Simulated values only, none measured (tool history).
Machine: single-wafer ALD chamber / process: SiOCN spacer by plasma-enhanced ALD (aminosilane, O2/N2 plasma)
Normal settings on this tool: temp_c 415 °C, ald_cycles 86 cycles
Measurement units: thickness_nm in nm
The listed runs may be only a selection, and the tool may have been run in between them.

run	hour	temp_c	ald_cycles	read-back reference wafer on the same gauge, thickness_nm	thickness_nm
1	0	415	86	4.993	5.089
2	16.5	415	86	4.991	5.063
3	45.5	415	86	4.999	5.09
4	54.7	415	86	5.004	5.084
5	68.7	415	86	5.004	5.083
6	85.8	415	86	5.009	5.068
7	98.1	415	86	5.009	5.091
8	110.5	415	86	5.008	5.08
9	125.2	415	82	5.008	4.825
10	141.6	415	86	5.015	5.101
11	155.7	415	86	5.023	5.103
12	172	415	86	5.022	5.113
13	184.5	415	86	5.02	5.103
14	201.7	415	86	5.026	5.115
15	242.6	415	86	5.037	5.106
16	257.4	415	86	5.036	5.091
# hour 267.2: gauge calibrated
17	271.5	423	77	4.934	4.349
18	279.4	415	86	4.932	5.01
19	287.5	415	86	4.936	5.011
20	294.1	415	86	4.936	5.021
21	307.5	415	86	4.938	5.01
22	317.3	415	86	4.943	5.021
23	324.8	425	98	4.943	5.523
24	332	415	97	4.945	5.68
25	341.2	407	69	4.942	4.148
# hour 352.5: thermocouple changed; heater temperature recalibrated
26	353	424	69	4.947	3.903
27	366.3	415	86	4.946	5.019
28	381.6	415	75	4.956	4.388
29	391.6	415	86	4.957	5.019
30	403	415	91	4.951	5.326
31	415.3	423	86	4.959	4.884
32	431.3	421	72	4.96	4.117
33	448.4	428	94	4.963	5.268
34	457.7	428	80	4.967	4.489
35	469.3	409	79	4.966	4.721
36	517.4	404	91	4.972	5.569
37	534	430	80	4.98	4.434
38	543.2	429	94	4.981	5.253
39	553.7	422	77	4.979	4.426
40	563.7	415	86	4.981	5.078
41	574.6	415	72	4.989	4.234
42	620.9	415	86	4.993	5.088
43	629.6	415	74	4.996	4.366
44	656.5	415	78	5.005	4.614

Below, each run's measurement less what the same run would have read without the hidden state. Both values contain the same run-to-run variation, but the gauge's scatter may not be the same in both:
What the log doesn't record here: wafer temperature above the value expected at the setpoint (K); gauge reads high (%).
run	thickness_nm
1	+0.062
2	+0.065
3	+0.071
4	+0.072
5	+0.075
6	+0.078
7	+0.081
8	+0.083
9	+0.081
10	+0.088
11	+0.091
12	+0.094
13	+0.097
14	+0.1
15	+0.106
16	+0.109
17	+0.002
18	+0.004
19	+0.005
20	+0.007
21	+0.008
22	+0.01
23	+0.013
24	+0.015
25	+0.012
26	+0.014
27	+0.02
28	+0.019
29	+0.024
30	+0.028
31	+0.028
32	+0.026
33	+0.036
34	+0.032
35	+0.036
36	+0.052
37	+0.044
38	+0.054
39	+0.047
40	+0.056
41	+0.048
42	+0.067
43	+0.059
44	+0.066
